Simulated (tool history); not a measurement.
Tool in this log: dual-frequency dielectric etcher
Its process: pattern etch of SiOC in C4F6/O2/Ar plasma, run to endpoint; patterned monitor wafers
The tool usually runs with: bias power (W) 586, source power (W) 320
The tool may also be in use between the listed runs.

| run | hour | bias power (W) | source power (W) | wafers since the last listed run | hours since the last wet clean | hours since the last bias power generator calibration | hours since the last source power generator calibration | hours since the last upper electrode change | incoming incoming film thickness, nm | endpoint time (s) |
|---|---|---|---|---|---|---|---|---|---|---|
| 1 | 0.0 | 586 | 320 | 0 | 56.6 | 2959.1 | 1435.4 | 3217.5 | 52.5 | 17.4 |
| 2 | 36.2 | 542 | 280 | 413 | 92.8 | 2995.3 | 1471.6 | 3253.7 | 52.4 | 19.3 |
| 3 | 63.1 | 542 | 280 | 307 | 119.7 | 3022.2 | 1498.5 | 3280.6 | 51.9 | 19.1 |
| 4 | 116.9 | 675 | 320 | 614 | 173.5 | 3076.0 | 1552.3 | 3334.4 | 52.2 | 16.5 |
| 5 | 183.5 | 586 | 320 | 760 | 240.1 | 3142.6 | 1618.9 | 3401.0 | 52.3 | 17.3 |
| 6 | 253.2 | 470 | 320 | 795 | 309.8 | 3212.3 | 1688.6 | 3470.7 | 52.1 | 18.6 |
|  | 474.1 | wet clean of the chamber |
| 7 | 474.6 | 470 | 320 | 2254 | 0.5 | 3433.7 | 1910.0 | 3692.1 | 52.8 | 18.9 |
| 8 | 501.3 | 586 | 320 | 304 | 27.2 | 3460.4 | 1936.7 | 3718.8 | 52.5 | 17.2 |
| 9 | 571.9 | 541 | 290 | 806 | 97.8 | 3531.0 | 2007.3 | 3789.4 | 52.1 | 18.5 |
| 10 | 623.0 | 541 | 290 | 583 | 148.9 | 3582.1 | 2058.4 | 3840.5 | 52.7 | 18.7 |
|  | 657.0 | source power generator calibrated |
| 11 | 665.7 | 541 | 290 | 441 | 191.6 | 3624.8 | 8.7 | 3883.2 | 52.6 | 19.3 |
| 12 | 734.1 | 506 | 320 | 781 | 260.0 | 3693.2 | 77.1 | 3951.6 | 52.4 | 18.7 |
| 13 | 773.2 | 487 | 280 | 446 | 299.1 | 3732.3 | 116.2 | 3990.7 | 52.6 | 20.5 |
| 14 | 812.1 | 670 | 320 | 444 | 338.0 | 3771.2 | 155.1 | 4029.6 | 51.9 | 16.6 |
| 15 | 863.5 | 702 | 250 | 586 | 389.4 | 3822.6 | 206.5 | 4081.0 | 52.0 | 18.8 |
| 16 | 893.5 | 640 | 320 | 342 | 419.4 | 3852.6 | 236.5 | 4111.0 | 52.7 | 17.2 |
| 17 | 921.0 | 447 | 240 | 314 | 446.9 | 3880.1 | 264.0 | 4138.5 | 52.7 | 23.1 |
|  | 1016.2 | wet clean of the chamber |
| 18 | 1125.9 | 586 | 320 | 2065 | 109.7 | 4085.0 | 468.9 | 4343.4 | 52.9 | 17.8 |
| 19 | 1173.7 | 586 | 270 | 545 | 157.5 | 4132.8 | 516.7 | 4391.2 | 52.5 | 19.5 |
|  | 1279.2 | upper electrode replaced, of another model than before |
| 20 | 1319.3 | 446 | 300 | 1388 | 303.1 | 4278.4 | 662.3 | 40.1 | 52.0 | 19.8 |
| 21 | 1356.9 | 586 | 320 | 429 | 340.7 | 4316.0 | 699.9 | 77.7 | 52.3 | 17.6 |
| 22 | 1403.4 | 707 | 260 | 531 | 387.2 | 4362.5 | 746.4 | 124.2 | 52.6 | 20.4 |
| 23 | 1449.7 | 667 | 380 | 528 | 433.5 | 4408.8 | 792.7 | 170.5 | 52.8 | 15.3 |
|  | 1507.8 | wet clean of the chamber |
| 24 | 1508.3 | 704 | 280 | 395 | 0.5 | 4467.4 | 851.3 | 229.1 | 52.6 | 18.7 |
|  | 1549.4 | bias power generator calibrated |
| 25 | 1556.1 | 541 | 380 | 500 | 48.3 | 6.7 | 899.1 | 276.9 | 52.6 | 15.8 |
| 26 | 1621.2 | 716 | 370 | 743 | 113.4 | 71.8 | 964.2 | 342.0 | 52.2 | 14.9 |
| 27 | 1670.6 | 728 | 380 | 564 | 162.8 | 121.2 | 1013.6 | 391.4 | 52.4 | 14.5 |
| 28 | 1734.2 | 470 | 320 | 726 | 226.4 | 184.8 | 1077.2 | 455.0 | 52.5 | 18.4 |
| 29 | 1795.1 | 586 | 320 | 695 | 287.3 | 245.7 | 1138.1 | 515.9 | 52.0 | 17.3 |
| 30 | 1844.2 | 501 | 380 | 560 | 336.4 | 294.8 | 1187.2 | 565.0 | 52.6 | 16.1 |
| 31 | 1887.5 | 586 | 320 | 494 | 379.7 | 338.1 | 1230.5 | 608.3 | 52.8 | 17.5 |
| 32 | 1946.6 | 586 | 250 | 674 | 438.8 | 397.2 | 1289.6 | 667.4 | 52.5 | 21.8 |
|  | 1972.2 | wet clean of the chamber |
| 33 | 1978.3 | 710 | 380 | 87 | 6.1 | 428.9 | 1321.3 | 699.1 | 51.5 | 14.3 |
| 34 | 2009.9 | 586 | 320 | 360 | 37.7 | 460.5 | 1352.9 | 730.7 | 52.3 | 17.2 |
| 35 | 2080.2 | 586 | 320 | 802 | 108.0 | 530.8 | 1423.2 | 801.0 | 52.4 | 17.3 |

Each run again, without the hidden state but with its own random variation kept:
The hidden state here: etch rate over this chamber's usual, %; bias power that arrives over what is set, %; source power that arrives over what is set, %.
| run | endpoint time (s) |
|---|---|
| 1 | 17.6 |
| 2 | 19.5 |
| 3 | 19.4 |
| 4 | 16.8 |
| 5 | 17.6 |
| 6 | 18.9 |
| 7 | 19.3 |
| 8 | 17.7 |
| 9 | 19.1 |
| 10 | 19.3 |
| 11 | 19.2 |
| 12 | 18.6 |
| 13 | 20.4 |
| 14 | 16.5 |
| 15 | 18.7 |
| 16 | 17.1 |
| 17 | 23.0 |
| 18 | 17.8 |
| 19 | 19.5 |
| 20 | 19.8 |
| 21 | 17.6 |
| 22 | 20.4 |
| 23 | 15.3 |
| 24 | 18.8 |
| 25 | 15.9 |
| 26 | 15.0 |
| 27 | 14.6 |
| 28 | 18.6 |
| 29 | 17.5 |
| 30 | 16.3 |
| 31 | 17.7 |
| 32 | 22.2 |
| 33 | 14.5 |
| 34 | 17.5 |
| 35 | 17.6 |

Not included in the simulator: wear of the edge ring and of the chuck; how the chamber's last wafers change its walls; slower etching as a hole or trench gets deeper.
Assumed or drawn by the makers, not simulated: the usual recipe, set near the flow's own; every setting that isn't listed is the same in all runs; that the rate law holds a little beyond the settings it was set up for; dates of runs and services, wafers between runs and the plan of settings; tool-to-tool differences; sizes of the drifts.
